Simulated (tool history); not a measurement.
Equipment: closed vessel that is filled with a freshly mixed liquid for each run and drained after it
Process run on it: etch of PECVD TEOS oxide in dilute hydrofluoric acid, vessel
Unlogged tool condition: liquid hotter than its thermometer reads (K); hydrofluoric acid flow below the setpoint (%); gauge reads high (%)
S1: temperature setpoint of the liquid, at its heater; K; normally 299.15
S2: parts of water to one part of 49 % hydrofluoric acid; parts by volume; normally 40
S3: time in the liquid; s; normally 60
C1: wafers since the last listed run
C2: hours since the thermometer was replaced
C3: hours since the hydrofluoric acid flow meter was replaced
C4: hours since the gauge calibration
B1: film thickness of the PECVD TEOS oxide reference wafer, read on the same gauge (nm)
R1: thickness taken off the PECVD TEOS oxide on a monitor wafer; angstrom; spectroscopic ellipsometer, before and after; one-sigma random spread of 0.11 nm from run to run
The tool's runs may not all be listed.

Run 1, hour 0.0: usual settings; C1 0; C2 1562.4; C3 274.7; C4 1779.2; B1 80.00. Result: R1 332.5 angstrom.
Run 2, hour 53.5: usual settings; C1 6721; C2 1615.9; C3 328.2; C4 1832.7; B1 80.01. Result: R1 331.8 angstrom.
Run 3, hour 111.3: usual settings; C1 7262; C2 1673.7; C3 386.0; C4 1890.5; B1 80.03. Result: R1 332.0 angstrom.
Run 4, hour 178.9: usual settings; C1 8493; C2 1741.3; C3 453.6; C4 1958.1; B1 79.98. Result: R1 329.3 angstrom.
Run 5, hour 244.4: usual settings; C1 8229; C2 1806.8; C3 519.1; C4 2023.6; B1 80.00. Result: R1 328.7 angstrom.
At hour 247.5: hydrofluoric acid flow meter replaced.
Run 6, hour 296.0: usual settings; C1 6357; C2 1858.4; C3 48.5; C4 2075.2; B1 80.00. Result: R1 340.1 angstrom.
Run 7, hour 334.7: usual settings; C1 4862; C2 1897.1; C3 87.2; C4 2113.9; B1 80.03. Result: R1 337.3 angstrom.
Run 8, hour 388.2: usual settings; C1 6721; C2 1950.6; C3 140.7; C4 2167.4; B1 80.01. Result: R1 338.0 angstrom.
Run 9, hour 441.6: usual settings; C1 6709; C2 2004.0; C3 194.1; C4 2220.8; B1 79.99. Result: R1 335.8 angstrom.
Run 10, hour 595.3: usual settings but S1 297.65 K; C1 19311; C2 2157.7; C3 347.8; C4 2374.5; B1 80.02. Result: R1 312.9 angstrom.
Run 11, hour 626.5: usual settings but S2 30 parts by volume, S3 75 s; C1 3920; C2 2188.9; C3 379.0; C4 2405.7; B1 79.98. Result: R1 560.9 angstrom.
Run 12, hour 674.3: usual settings but S2 25 parts by volume; C1 6005; C2 2236.7; C3 426.8; C4 2453.5; B1 80.02. Result: R1 541.1 angstrom.
At hour 715.1: thermometer replaced.
At hour 742.8: gauge calibrated.
Run 13, hour 745.2: usual settings but S3 90 s; C1 8782; C2 30.1; C3 497.7; C4 2.4; B1 80.02. Result: R1 493.1 angstrom.
At hour 782.0: hydrofluoric acid flow meter replaced.
Run 14, hour 805.0: usual settings but S1 302.65 K, S2 25 parts by volume; C1 7387; C2 89.9; C3 23.0; C4 62.2; B1 79.97. Result: R1 640.8 angstrom.
Run 15, hour 831.1: usual settings but S2 50 parts by volume; C1 3279; C2 116.0; C3 49.1; C4 88.3; B1 80.00. Result: R1 268.2 angstrom.
Run 16, hour 871.0: usual settings but S1 296.65 K; C1 5013; C2 155.9; C3 89.0; C4 128.2; B1 80.05. Result: R1 306.7 angstrom.
Run 17, hour 907.9: usual settings but S1 296.65 K, S2 25 parts by volume, S3 75 s; C1 4636; C2 192.8; C3 125.9; C4 165.1; B1 79.98. Result: R1 621.8 angstrom.
Run 18, hour 973.0: usual settings but S2 30 parts by volume; C1 8179; C2 257.9; C3 191.0; C4 230.2; B1 80.05. Result: R1 454.4 angstrom.
Run 19, hour 1012.8: usual settings but S2 55 parts by volume; C1 5000; C2 297.7; C3 230.8; C4 270.0; B1 79.99. Result: R1 238.7 angstrom.
Run 20, hour 1071.0: usual settings but S1 302.15 K, S2 55 parts by volume, S3 70 s; C1 7312; C2 355.9; C3 289.0; C4 328.2; B1 80.00. Result: R1 312.2 angstrom.
Run 21, hour 1235.8: usual settings but S1 303.15 K, S2 50 parts by volume, S3 75 s; C1 20706; C2 520.7; C3 453.8; C4 493.0; B1 79.98. Result: R1 382.0 angstrom.
Run 22, hour 1272.6: usual settings but S2 35 parts by volume, S3 70 s; C1 4623; C2 557.5; C3 490.6; C4 529.8; B1 80.02. Result: R1 441.6 angstrom.
At hour 1299.7: hydrofluoric acid flow meter replaced.
Run 23, hour 1340.5: usual settings but S1 297.65 K, S2 30 parts by volume, S3 80 s; C1 8405; C2 625.4; C3 40.8; C4 597.7; B1 80.00. Result: R1 576.8 angstrom.
Run 24, hour 1396.9: usual settings but S1 302.15 K, S2 55 parts by volume; C1 7086; C2 681.8; C3 97.2; C4 654.1; B1 79.99. Result: R1 271.8 angstrom.
Run 25, hour 1443.1: usual settings but S1 301.15 K, S2 50 parts by volume, S3 45 s; C1 5804; C2 728.0; C3 143.4; C4 700.3; B1 79.99. Result: R1 215.8 angstrom.
Run 26, hour 1481.4: usual settings but S2 25 parts by volume, S3 35 s; C1 4812; C2 766.3; C3 181.7; C4 738.6; B1 80.02. Result: R1 321.6 angstrom.
Run 27, hour 1535.7: usual settings; C1 6822; C2 820.6; C3 236.0; C4 792.9; B1 79.98. Result: R1 335.0 angstrom.
Run 28, hour 1574.0: usual settings; C1 4812; C2 858.9; C3 274.3; C4 831.2; B1 80.01. Result: R1 334.1 angstrom.
Run 29, hour 1606.6: usual settings but S1 294.65 K, S2 25 parts by volume, S3 75 s; C1 4096; C2 891.5; C3 306.9; C4 863.8; B1 79.97. Result: R1 564.0 angstrom.
Run 30, hour 1638.2: usual settings but S1 303.65 K, S2 35 parts by volume, S3 75 s; C1 3970; C2 923.1; C3 338.5; C4 895.4; B1 80.02. Result: R1 575.6 angstrom.
Run 31, hour 1684.1: usual settings but S2 30 parts by volume, S3 45 s; C1 5767; C2 969.0; C3 384.4; C4 941.3; B1 80.03. Result: R1 337.2 angstrom.
Run 32, hour 1734.6: usual settings; C1 6345; C2 1019.5; C3 434.9; C4 991.8; B1 79.98. Result: R1 330.3 angstrom.

Hidden condition of the tool, last listed run before each entry between runs versus first listed run after:
After run 5, before run 6: hydrofluoric acid flow meter replaced (hour 247.5)
  hydrofluoric acid flow below the setpoint (%): 3.82 -> 0.746
  measured value less the no-hidden-state value, R1: -13.8 -> -2.7 angstrom
After run 12, before run 13: thermometer replaced (hour 715.1); gauge calibrated (hour 742.8)
  hydrofluoric acid flow below the setpoint (%): 3.08 -> 3.52
  measured value less the no-hidden-state value, R1: -17.7 -> -19.1 angstrom
After run 13, before run 14: hydrofluoric acid flow meter replaced (hour 782.0)
  hydrofluoric acid flow below the setpoint (%): 3.52 -> 0.337
  measured value less the no-hidden-state value, R1: -19.1 -> -2.1 angstrom
After run 22, before run 23: hydrofluoric acid flow meter replaced (hour 1299.7)
  hydrofluoric acid flow below the setpoint (%): 3.22 -> 0.548
  measured value less the no-hidden-state value, R1: -15.4 -> -3.4 angstrom

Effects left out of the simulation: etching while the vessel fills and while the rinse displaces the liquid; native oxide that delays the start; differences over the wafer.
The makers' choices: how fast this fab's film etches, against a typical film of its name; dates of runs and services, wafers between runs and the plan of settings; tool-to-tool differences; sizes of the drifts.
